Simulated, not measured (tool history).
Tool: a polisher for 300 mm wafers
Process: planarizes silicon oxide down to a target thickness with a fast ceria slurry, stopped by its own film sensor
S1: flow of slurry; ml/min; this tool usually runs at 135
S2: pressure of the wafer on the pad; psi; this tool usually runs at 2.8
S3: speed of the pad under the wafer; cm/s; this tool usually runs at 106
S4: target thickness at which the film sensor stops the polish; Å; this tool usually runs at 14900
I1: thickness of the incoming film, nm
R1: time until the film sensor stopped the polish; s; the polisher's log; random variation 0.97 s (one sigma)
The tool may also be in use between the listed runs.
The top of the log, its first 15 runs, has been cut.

Run 16, hour 232.0: usual settings; I1 2324.6. Result: R1 45.2 s.
Run 17, hour 243.1: usual settings but S1 120 ml/min, S2 3.8 psi, S4 17300 Å; I1 2330.3. Result: R1 25.5 s.
Run 18, hour 255.4: usual settings; I1 2383.2. Result: R1 48.6 s.
Run 19, hour 261.5: usual settings; I1 2367.7. Result: R1 51.6 s.
Run 20, hour 272.4: usual settings but S2 2.2 psi; I1 2385.4. Result: R1 63.0 s.
Run 21, hour 287.5: usual settings but S1 110 ml/min, S2 2.4 psi, S4 12310 Å; I1 2372.9. Result: R1 78.7 s.
Run 22, hour 296.4: usual settings but S4 12940 Å; I1 2366.5. Result: R1 58.7 s.
Run 23, hour 312.0: usual settings but S1 155 ml/min, S2 3.5 psi, S3 134 cm/s, S4 13400 Å; I1 2412.6. Result: R1 37.3 s.
Run 24, hour 328.7: usual settings but S1 160 ml/min, S2 2.2 psi, S4 15890 Å; I1 2382.0. Result: R1 54.4 s.
At hour 335.1: worn pad replaced by a new one.
Run 25, hour 345.0: usual settings but S4 14120 Å; I1 2380.3. Result: R1 54.0 s.
Run 26, hour 353.7: usual settings; I1 2391.9. Result: R1 52.5 s.
Run 27, hour 360.1: usual settings but S2 2.5 psi, S3 132 cm/s; I1 2394.8. Result: R1 44.3 s.
Run 28, hour 372.5: usual settings; I1 2334.0. Result: R1 46.4 s.
Run 29, hour 388.5: usual settings but S2 2.5 psi, S3 132 cm/s; I1 2365.4. Result: R1 44.8 s.
Run 30, hour 401.6: usual settings; I1 2351.6. Result: R1 49.4 s.
Run 31, hour 414.5: usual settings but S1 180 ml/min; I1 2348.1. Result: R1 45.9 s.
Run 32, hour 426.4: usual settings but S1 95 ml/min; I1 2355.8. Result: R1 55.1 s.
At hour 439.2: worn pad replaced by a new one.
Run 33, hour 444.2: usual settings but S3 86 cm/s, S4 12170 Å; I1 2326.8. Result: R1 79.4 s.
Run 34, hour 455.4: usual settings but S1 170 ml/min; I1 2353.0. Result: R1 48.2 s.
Run 35, hour 464.1: usual settings; I1 2407.7. Result: R1 53.7 s.
Run 36, hour 478.3: usual settings but S1 115 ml/min, S2 2.0 psi, S3 132 cm/s, S4 16790 Å; I1 2386.3. Result: R1 48.0 s.
Run 37, hour 491.1: usual settings but S3 74 cm/s, S4 16540 Å; I1 2385.1. Result: R1 60.9 s.
Run 38, hour 500.0: usual settings but S1 175 ml/min; I1 2372.4. Result: R1 47.7 s.

3 ways to go on from here, each from the tool as it stands after run 38. What would each give?
Run A, hour 500.4: usual settings; I1 2409.9. Result: R1 ?.
Run B, hour 500.4: usual settings but S1 95 ml/min, S2 2.0 psi, S3 116 cm/s, S4 16120 Å; I1 2409.9. Result: R1 ?.
Run C, hour 500.4: usual settings but S2 3.1 psi, S3 94 cm/s; I1 2409.9. Result: R1 ?.

run    R1
  A  52.4
  B  64.7
  C  53.4
Take away the tool's hidden state, keep each run's random variation, and the runs would have read:
run    R1
  A  50.3
  B  61.0
  C  51.2
